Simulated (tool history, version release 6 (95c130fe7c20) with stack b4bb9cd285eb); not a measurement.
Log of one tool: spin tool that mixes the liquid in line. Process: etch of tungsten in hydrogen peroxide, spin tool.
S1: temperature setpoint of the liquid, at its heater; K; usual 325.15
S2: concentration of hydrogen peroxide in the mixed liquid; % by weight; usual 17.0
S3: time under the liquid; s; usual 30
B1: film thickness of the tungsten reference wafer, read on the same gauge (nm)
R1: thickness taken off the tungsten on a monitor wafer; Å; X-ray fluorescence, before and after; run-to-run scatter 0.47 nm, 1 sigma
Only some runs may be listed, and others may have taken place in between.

Run 1, day 0.000: usual settings; B1 149.99. Result: R1 812.7 Å.
Run 2, day 1.767: usual settings but S1 331.15 K; B1 150.00. Result: R1 1167.3 Å.
Run 3, day 4.033: usual settings but S1 331.15 K; B1 150.01. Result: R1 1165.9 Å.
Run 4, day 7.042: usual settings but S1 331.15 K; B1 150.01. Result: R1 1174.9 Å.
Run 5, day 8.696: usual settings but S2 18.0 % by weight; B1 149.99. Result: R1 832.1 Å.
At day 9.117: new drum of peroxide connected.
Run 6, day 10.588: usual settings but S1 322.65 K, S3 45 s; B1 150.00. Result: R1 1088.6 Å.
At day 15.046: thermometer replaced.
Run 7, day 18.921: usual settings but S1 322.65 K, S3 45 s; B1 150.00. Result: R1 1081.2 Å.
Run 8, day 22.825: usual settings; B1 150.00. Result: R1 838.8 Å.
At day 23.662: peroxide flow meter replaced.
Run 9, day 27.133: usual settings; B1 149.99. Result: R1 843.7 Å.
Run 10, day 30.683: usual settings; B1 149.98. Result: R1 837.1 Å.
Run 11, day 34.192: usual settings but S3 45 s; B1 150.02. Result: R1 1245.1 Å.
At day 37.454: gauge calibrated.
Run 12, day 43.562: usual settings but S1 321.65 K, S3 25 s; B1 150.01. Result: R1 552.7 Å.
Run 13, day 45.596: usual settings; B1 150.01. Result: R1 822.0 Å.
At day 46.371: thermometer replaced.
Run 14, day 48.354: usual settings but S1 331.15 K; B1 150.00. Result: R1 1170.4 Å.
At day 49.617: heated supply line repaired.
Run 15, day 50.796: usual settings but S1 329.65 K, S2 20.0 % by weight; B1 150.00. Result: R1 1167.8 Å.
Run 16, day 52.321: usual settings but S3 15 s; B1 149.99. Result: R1 411.6 Å.
Run 17, day 54.433: usual settings; B1 150.01. Result: R1 818.1 Å.
Run 18, day 57.425: usual settings but S1 334.65 K, S2 21.5 % by weight, S3 20 s; B1 150.00. Result: R1 1059.6 Å.
At day 60.967: new drum of peroxide connected.
Run 19, day 61.546: usual settings; B1 149.98. Result: R1 845.5 Å.
Run 20, day 64.104: usual settings but S1 331.15 K, S2 14.0 % by weight, S3 45 s; B1 150.00. Result: R1 1625.4 Å.
Run 21, day 65.708: usual settings; B1 150.00. Result: R1 837.9 Å.
Run 22, day 69.529: usual settings but S2 14.5 % by weight; B1 149.99. Result: R1 770.3 Å.
Run 23, day 73.029: usual settings but S3 20 s; B1 150.00. Result: R1 559.7 Å.
At day 73.088: thermometer replaced.
Run 24, day 76.250: usual settings; B1 150.00. Result: R1 833.6 Å.
Run 25, day 80.633: usual settings but S2 15.5 % by weight; B1 149.99. Result: R1 798.9 Å.

5 options for the next run, each taken on its own from the tool as it stands now. Forecast them:
Run A, day 80.650: usual settings; B1 ?. Result: R1 ?.
Run B, day 80.650: usual settings but S2 13.5 % by weight; B1 ?. Result: R1 ?.
Run C, day 80.650: usual settings but S1 330.65 K, S2 15.0 % by weight, S3 40 s; B1 ?. Result: R1 ?.
Run D, day 80.650: usual settings but S2 15.0 % by weight; B1 ?. Result: R1 ?.
Run E, day 80.650: usual settings but S2 15.0 % by weight, S3 45 s; B1 ?. Result: R1 ?.

run      B1      R1
  A  149.98   824.2
  B  149.98   734.5
  C  149.98  1430.9
  D  149.98   774.2
  E  149.98  1161.3
Had the tool no hidden state, the same runs would have come out as:
run      R1
  A   839.6
  B   748.2
  C  1457.6
  D   788.7
  E  1183.0
